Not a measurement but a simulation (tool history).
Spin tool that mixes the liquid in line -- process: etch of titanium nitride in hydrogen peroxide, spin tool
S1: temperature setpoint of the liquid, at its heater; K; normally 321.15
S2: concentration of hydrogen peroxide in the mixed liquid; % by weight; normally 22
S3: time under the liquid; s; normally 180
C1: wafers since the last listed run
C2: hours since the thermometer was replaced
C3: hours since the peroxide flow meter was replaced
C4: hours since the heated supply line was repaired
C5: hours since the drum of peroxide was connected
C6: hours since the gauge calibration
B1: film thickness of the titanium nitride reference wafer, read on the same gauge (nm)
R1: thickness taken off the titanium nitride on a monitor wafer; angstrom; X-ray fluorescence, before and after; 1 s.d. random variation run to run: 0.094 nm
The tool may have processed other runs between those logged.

run,hour,S1,S2,S3,C1,C2,C3,C4,C5,C6,B1,R1
1,0,321.15,22,180,0,1721.4,567.4,3676.3,648.4,384,89.99,93.4
2,92.8,321.15,22,180,908,1814.2,660.2,3769.1,741.2,476.8,90,92.5
3,143.1,321.15,22,180,492,1864.5,710.5,3819.4,791.5,527.1,90,93.6
4,199.2,321.15,22,180,549,1920.6,766.6,3875.5,847.6,583.2,90,94.2
5,290.8,321.15,22,180,896,2012.2,858.2,3967.1,939.2,674.8,90,94.9
6,381.1,321.15,22,180,884,2102.5,948.5,4057.4,1029.5,765.1,90.01,94.8
# hour 440.9: thermometer replaced
7,488.4,321.15,22,180,1040,47.5,1055.8,4164.7,1136.8,872.4,89.98,95.7
# hour 518.9: heated supply line repaired
8,536,321.15,22,180,456,95.1,1103.4,17.1,1184.4,920,90,94
# hour 543.4: peroxide flow meter replaced
9,633.9,321.15,22,180,948,193,90.5,115,1282.3,1017.9,90.02,96.1
10,671.7,321.15,22,180,370,230.8,128.3,152.8,1320.1,1055.7,90,94.9
# hour 740.3: gauge calibrated
11,766,316.65,16,245,923,325.1,222.6,247.1,1414.4,25.7,90,87.4
12,840.8,328.15,20.5,220,732,399.9,297.4,321.9,1489.2,100.5,90.01,188.4
13,921.3,321.15,18.5,180,788,480.4,377.9,402.4,1569.7,181,89.99,90
# hour 943.7: new drum of peroxide connected
14,1019.4,316.65,22,95,950,578.5,476,500.5,75.7,279.1,90.01,35.7
15,1089.3,321.15,22,180,684,648.4,545.9,570.4,145.6,349,89.99,94
16,1192,318.15,27,95,1005,751.1,648.6,673.1,248.3,451.7,90.01,41.4
17,1274.8,314.65,18,245,810,833.9,731.4,755.9,331.1,534.5,89.97,75.2
18,1313.4,321.15,22,180,377,872.5,770,794.5,369.7,573.1,89.99,94.9
19,1351.6,330.65,17.5,180,373,910.7,808.2,832.7,407.9,611.3,90,177.6
20,1442.3,329.65,15.5,210,887,1001.4,898.9,923.4,498.6,702,90.02,189

Alternative continuations, all from the tool just after run 20; predict every row:
A,1442.8,321.15,18,180,4,1001.9,899.4,923.9,499.1,702.5,?,?
B,1442.8,313.15,22,145,4,1001.9,899.4,923.9,499.1,702.5,?,?
C,1442.8,321.15,26.5,180,4,1001.9,899.4,923.9,499.1,702.5,?,?
D,1442.8,321.15,28,270,4,1001.9,899.4,923.9,499.1,702.5,?,?

run,B1,R1
A,90,91.1
B,90,42
C,90,99
D,90,150.4
Take away the tool's hidden state, keep each run's random variation, and the runs would have read:
run,R1
A,91.1
B,42
C,99
D,150.4
